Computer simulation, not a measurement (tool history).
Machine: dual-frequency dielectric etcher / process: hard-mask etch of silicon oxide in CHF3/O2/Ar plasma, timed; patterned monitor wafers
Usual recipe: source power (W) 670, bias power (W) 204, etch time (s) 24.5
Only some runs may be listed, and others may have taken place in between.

| run | hour | source power (W) | bias power (W) | etch time (s) | wafers since the last listed run | hours since the last wet clean | hours since the last source power generator calibration | hours since the last bias power generator calibration | hours since the last upper electrode change | hours since the gauge calibration | read-back reference wafer on the same gauge, depth_nm | mean etch depth across the wafer (Å) |
|---|---|---|---|---|---|---|---|---|---|---|---|---|
| 1 | 0.0 | 670 | 204 | 30.0 | 0 | 255.8 | 882.5 | 3712.0 | 4637.7 | 146.6 | 51.1 | 757 |
| 2 | 26.2 | 670 | 204 | 30.0 | 213 | 282.0 | 908.7 | 3738.2 | 4663.9 | 172.8 | 51.0 | 756 |
| 3 | 48.0 | 670 | 204 | 30.0 | 177 | 303.8 | 930.5 | 3760.0 | 4685.7 | 194.6 | 51.1 | 748 |
| 4 | 71.0 | 730 | 167 | 24.5 | 187 | 326.8 | 953.5 | 3783.0 | 4708.7 | 217.6 | 51.0 | 587 |
| 5 | 151.8 | 670 | 204 | 24.5 | 658 | 407.6 | 1034.3 | 3863.8 | 4789.5 | 298.4 | 51.2 | 624 |
|  | 176.8 | upper electrode replaced |
| 6 | 177.3 | 670 | 204 | 24.5 | 12 | 433.1 | 1059.8 | 3889.3 | 0.5 | 323.9 | 51.2 | 617 |
| 7 | 179.9 | 670 | 204 | 24.5 | 21 | 435.7 | 1062.4 | 3891.9 | 3.1 | 326.5 | 51.1 | 621 |
| 8 | 194.3 | 670 | 180 | 24.5 | 117 | 450.1 | 1076.8 | 3906.3 | 17.5 | 340.9 | 51.1 | 584 |
| 9 | 224.4 | 670 | 180 | 24.5 | 245 | 480.2 | 1106.9 | 3936.4 | 47.6 | 371.0 | 51.1 | 582 |
|  | 262.9 | wet clean of the chamber |
| 10 | 263.4 | 670 | 180 | 24.5 | 122 | 0.5 | 1145.9 | 3975.4 | 86.6 | 410.0 | 51.1 | 533 |
| 11 | 269.5 | 670 | 240 | 24.5 | 49 | 6.6 | 1152.0 | 3981.5 | 92.7 | 416.1 | 51.2 | 619 |
| 12 | 295.8 | 670 | 240 | 24.5 | 214 | 32.9 | 1178.3 | 4007.8 | 119.0 | 442.4 | 51.1 | 616 |
| 13 | 313.8 | 520 | 175 | 20.0 | 146 | 50.9 | 1196.3 | 4025.8 | 137.0 | 460.4 | 51.0 | 375 |
| 14 | 331.3 | 670 | 204 | 24.5 | 142 | 68.4 | 1213.8 | 4043.3 | 154.5 | 477.9 | 51.1 | 576 |
| 15 | 351.0 | 670 | 204 | 30.0 | 160 | 88.1 | 1233.5 | 4063.0 | 174.2 | 497.6 | 51.0 | 706 |
|  | 385.6 | wet clean of the chamber, repeated, since the last time left the tool worse |
| 16 | 386.8 | 670 | 204 | 24.5 | 96 | 1.2 | 1269.3 | 4098.8 | 210.0 | 533.4 | 51.1 | 606 |
| 17 | 400.3 | 830 | 204 | 19.0 | 109 | 14.7 | 1282.8 | 4112.3 | 223.5 | 546.9 | 51.1 | 521 |
| 18 | 435.1 | 670 | 204 | 24.5 | 283 | 49.5 | 1317.6 | 4147.1 | 258.3 | 581.7 | 51.1 | 606 |
| 19 | 461.6 | 720 | 204 | 24.5 | 215 | 76.0 | 1344.1 | 4173.6 | 284.8 | 608.2 | 51.1 | 637 |
|  | 492.9 | bias power generator calibrated |
| 20 | 493.4 | 670 | 187 | 31.5 | 226 | 107.8 | 1375.9 | 0.5 | 316.6 | 640.0 | 51.2 | 751 |
|  | 521.4 | source power generator calibrated |
|  | 538.3 | gauge calibrated |
| 21 | 576.7 | 730 | 204 | 29.5 | 645 | 191.1 | 55.3 | 83.8 | 399.9 | 38.4 | 51.2 | 773 |
| 22 | 593.5 | 670 | 204 | 24.5 | 136 | 207.9 | 72.1 | 100.6 | 416.7 | 55.2 | 51.1 | 616 |
| 23 | 614.4 | 600 | 187 | 18.5 | 170 | 228.8 | 93.0 | 121.5 | 437.6 | 76.1 | 51.2 | 421 |
| 24 | 631.4 | 780 | 157 | 32.0 | 138 | 245.8 | 110.0 | 138.5 | 454.6 | 93.1 | 51.1 | 759 |
| 25 | 651.1 | 670 | 204 | 24.5 | 160 | 265.5 | 129.7 | 158.2 | 474.3 | 112.8 | 51.1 | 616 |
| 26 | 671.7 | 520 | 179 | 29.0 | 167 | 286.1 | 150.3 | 178.8 | 494.9 | 133.4 | 51.1 | 600 |
| 27 | 692.3 | 590 | 187 | 29.0 | 167 | 306.7 | 170.9 | 199.4 | 515.5 | 154.0 | 51.1 | 654 |
| 28 | 705.8 | 810 | 223 | 22.0 | 109 | 320.2 | 184.4 | 212.9 | 529.0 | 167.5 | 51.1 | 638 |

Forecast run 29:
| 29 | 719.4 | 530 | 254 | 18.5 | 110 | 333.8 | 198.0 | 226.5 | 542.6 | 181.1 | ? | ? |

{"run 29": {"read-back reference wafer on the same gauge, depth_nm": 51.1, "mean etch depth across the wafer (Å)": 463}}
Take away the tool's hidden state, keep the run-to-run variation as it was, and the same run would have given mean etch depth across the wafer (Å) 451.
